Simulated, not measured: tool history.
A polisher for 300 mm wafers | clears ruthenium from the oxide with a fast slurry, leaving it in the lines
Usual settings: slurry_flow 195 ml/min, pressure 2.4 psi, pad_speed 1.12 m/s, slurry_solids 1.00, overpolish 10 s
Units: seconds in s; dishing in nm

run,hour,slurry_flow,pressure,pad_speed,slurry_solids,overpolish,wafers since the last listed run,wafers polished on this pad,hours since the slurry nozzle was cleaned,hours since the head pressure was calibrated,hours since the slurry blender was calibrated,"incoming thickness of the incoming film, nm",seconds,dishing
1,0.0,195,2.4,1.12,1.10,10,0,1040,102.5,114.9,122.7,151.0,31.4,40.3
2,21.8,145,2.4,1.12,1.15,10,292,1332,124.3,136.7,144.5,149.9,31.5,39.5
3,57.8,195,2.4,1.12,1.00,10,483,1816,160.3,172.7,180.5,151.0,33.5,39.3
# hour 72.5: worn pad replaced by a new one
4,83.4,195,2.4,1.12,1.00,10,290,146,185.9,198.3,206.1,152.6,32.5,39.5
# hour 149.6: slurry blender recalibrated
5,166.6,195,2.4,1.12,1.00,10,1090,1237,269.1,281.5,17.0,149.2,31.4,39.8
6,193.5,215,2.1,1.12,1.00,10,361,1598,296.0,308.4,43.9,147.7,34.6,36.2
7,221.8,215,2.1,1.12,1.00,10,380,1978,324.3,336.7,72.2,150.2,35.6,35.9
# hour 236.8: worn pad replaced by a new one
8,243.4,215,2.1,1.12,1.00,10,236,89,345.9,358.3,93.8,152.5,35.7,35.6
# hour 270.8: head pressure recalibrated
9,271.7,235,2.4,1.12,1.00,10,353,442,374.2,0.9,122.1,150.9,32.2,38.6
10,298.3,235,2.4,1.12,1.00,10,357,799,400.8,27.5,148.7,148.7,32.3,38.9
11,332.4,235,2.4,1.12,1.00,10,458,1257,434.9,61.6,182.8,148.2,31.8,39.4
12,346.6,195,2.4,1.12,1.00,10,190,1448,449.1,75.8,197.0,151.7,33.3,39.2
13,359.5,195,2.4,1.12,1.00,10,173,1621,462.0,88.7,209.9,150.9,32.9,37.9
# hour 381.8: slurry blender recalibrated
14,392.4,195,2.4,0.72,1.00,10,415,2037,494.9,121.6,10.6,150.5,52.0,25.3
# hour 403.1: worn pad replaced by a new one
15,423.6,195,2.4,1.12,1.00,10,365,275,526.1,152.8,41.8,152.3,32.7,38.0
16,454.5,235,2.4,1.12,1.25,10,415,690,557.0,183.7,72.7,150.3,28.2,45.2
17,470.0,260,2.4,1.34,0.75,13,208,899,572.5,199.2,88.2,151.8,32.3,49.3
18,485.7,140,3.2,1.12,1.00,10,210,1110,588.2,214.9,103.9,152.9,27.6,46.6
# hour 491.1: slurry nozzle cleaned
19,529.5,195,2.4,1.12,1.00,10,574,1685,38.4,258.7,147.7,149.5,32.4,38.0
# hour 550.5: worn pad replaced by a new one
20,560.0,195,2.9,1.12,1.00,10,355,127,68.9,289.2,178.2,151.7,28.8,43.2
21,587.6,220,2.4,1.30,0.90,13,370,498,96.5,316.8,205.8,149.6,29.4,54.1
22,605.4,195,2.4,1.24,0.75,10,239,737,114.3,334.6,223.6,148.0,34.5,35.6
# hour 621.9: head pressure recalibrated
23,622.4,235,1.7,1.12,1.20,10,201,939,131.3,0.5,240.6,149.4,37.7,33.6
24,649.0,215,2.9,0.94,1.00,6,357,1296,157.9,27.1,267.2,150.0,32.3,23.2
# hour 656.3: slurry blender recalibrated
25,682.5,175,2.7,1.12,1.00,10,423,1719,191.4,60.6,26.2,151.6,30.1,41.4
26,708.2,170,3.0,1.12,1.00,10,345,2064,217.1,86.3,51.9,149.4,27.3,43.9
# hour 722.3: worn pad replaced by a new one
27,722.8,165,2.4,1.12,1.00,10,142,6,231.7,100.9,66.5,151.9,34.6,37.5
28,751.4,195,2.4,1.12,1.00,10,384,390,260.3,129.5,95.1,149.8,32.9,38.5
29,775.8,195,2.4,1.12,1.00,10,327,718,284.7,153.9,119.5,153.2,33.1,39.4

How the hidden state differs across the entries between the runs, from the last listed run before each to the first after it:
Between runs 3 and 4: worn pad replaced by a new one (hour 72.5)
  no hidden state differs between the two runs
Between runs 4 and 5: slurry blender recalibrated (hour 149.6)
  no hidden state differs between the two runs
Between runs 7 and 8: worn pad replaced by a new one (hour 236.8)
  no hidden state differs between the two runs
Between runs 8 and 9: head pressure recalibrated (hour 270.8)
  no hidden state differs between the two runs
Between runs 13 and 14: slurry blender recalibrated (hour 381.8)
  no hidden state differs between the two runs
Between runs 14 and 15: worn pad replaced by a new one (hour 403.1)
  no hidden state differs between the two runs
Between runs 18 and 19: slurry nozzle cleaned (hour 491.1)
  no hidden state differs between the two runs
Between runs 19 and 20: worn pad replaced by a new one (hour 550.5)
  no hidden state differs between the two runs
Between runs 22 and 23: head pressure recalibrated (hour 621.9)
  no hidden state differs between the two runs
Between runs 24 and 25: slurry blender recalibrated (hour 656.3)
  no hidden state differs between the two runs
Between runs 26 and 27: worn pad replaced by a new one (hour 722.3)
  no hidden state differs between the two runs
